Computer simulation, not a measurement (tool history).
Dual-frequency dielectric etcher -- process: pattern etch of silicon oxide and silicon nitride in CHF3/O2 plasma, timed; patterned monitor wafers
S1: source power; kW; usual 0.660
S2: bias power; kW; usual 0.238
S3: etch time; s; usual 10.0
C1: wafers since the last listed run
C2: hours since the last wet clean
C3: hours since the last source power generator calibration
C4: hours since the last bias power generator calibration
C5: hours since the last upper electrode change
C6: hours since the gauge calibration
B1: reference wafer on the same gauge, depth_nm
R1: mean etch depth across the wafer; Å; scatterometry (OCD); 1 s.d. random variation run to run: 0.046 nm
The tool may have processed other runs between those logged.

| run | hour | S1 | S2 | S3 | C1 | C2 | C3 | C4 | C5 | C6 | B1 | R1 |
|---|---|---|---|---|---|---|---|---|---|---|---|---|
| 1 | 0.0 | 0.660 | 0.238 | 10.0 | 0 | 11.3 | 5246.0 | 2041.8 | 2842.0 | 68.2 | 20.01 | 171.8 |
| 2 | 33.2 | 0.660 | 0.238 | 10.0 | 649 | 44.5 | 5279.2 | 2075.0 | 2875.2 | 101.4 | 20.02 | 171.2 |
| 3 | 50.5 | 0.660 | 0.238 | 10.0 | 338 | 61.8 | 5296.5 | 2092.3 | 2892.5 | 118.7 | 19.99 | 170.5 |
| 4 | 64.7 | 0.660 | 0.194 | 10.0 | 277 | 76.0 | 5310.7 | 2106.5 | 2906.7 | 132.9 | 20.01 | 162.6 |
| 5 | 80.9 | 0.660 | 0.194 | 10.0 | 317 | 92.2 | 5326.9 | 2122.7 | 2922.9 | 149.1 | 20.02 | 161.7 |
| 6 | 98.2 | 0.660 | 0.238 | 9.0 | 338 | 109.5 | 5344.2 | 2140.0 | 2940.2 | 166.4 | 20.01 | 153.0 |
| 7 | 127.9 | 0.660 | 0.238 | 10.0 | 581 | 139.2 | 5373.9 | 2169.7 | 2969.9 | 196.1 | 20.03 | 170.7 |
| 8 | 150.3 | 0.660 | 0.238 | 8.0 | 438 | 161.6 | 5396.3 | 2192.1 | 2992.3 | 218.5 | 19.98 | 135.6 |
|  | 168.4 | source power generator calibrated |
| 9 | 178.5 | 0.820 | 0.261 | 12.5 | 473 | 189.8 | 10.1 | 2220.3 | 3020.5 | 246.7 | 20.03 | 230.8 |
| 10 | 203.6 | 0.660 | 0.289 | 10.0 | 491 | 214.9 | 35.2 | 2245.4 | 3045.6 | 271.8 | 20.01 | 177.7 |
| 11 | 221.4 | 0.660 | 0.295 | 12.0 | 348 | 232.7 | 53.0 | 2263.2 | 3063.4 | 289.6 | 19.99 | 215.1 |
| 12 | 239.2 | 0.570 | 0.257 | 11.5 | 348 | 250.5 | 70.8 | 2281.0 | 3081.2 | 307.4 | 19.99 | 191.3 |
| 13 | 258.6 | 0.660 | 0.262 | 10.0 | 379 | 269.9 | 90.2 | 2300.4 | 3100.6 | 326.8 | 19.99 | 173.5 |
| 14 | 293.7 | 0.820 | 0.205 | 8.5 | 687 | 305.0 | 125.3 | 2335.5 | 3135.7 | 361.9 | 20.00 | 146.5 |
| 15 | 325.5 | 0.810 | 0.287 | 7.5 | 622 | 336.8 | 157.1 | 2367.3 | 3167.5 | 393.7 | 19.98 | 139.6 |

Run 16, settings as shown, results not yet in. Your forecast:
| 16 | 347.5 | 0.660 | 0.238 | 10.0 | 430 | 358.8 | 179.1 | 2389.3 | 3189.5 | 415.7 | ? | ? |

{"run 16": {"B1": 20.01, "R1": 168.0}}
With the hidden condition absent and the run-to-run variation left alone, this run would have shown R1 171.9 Å.

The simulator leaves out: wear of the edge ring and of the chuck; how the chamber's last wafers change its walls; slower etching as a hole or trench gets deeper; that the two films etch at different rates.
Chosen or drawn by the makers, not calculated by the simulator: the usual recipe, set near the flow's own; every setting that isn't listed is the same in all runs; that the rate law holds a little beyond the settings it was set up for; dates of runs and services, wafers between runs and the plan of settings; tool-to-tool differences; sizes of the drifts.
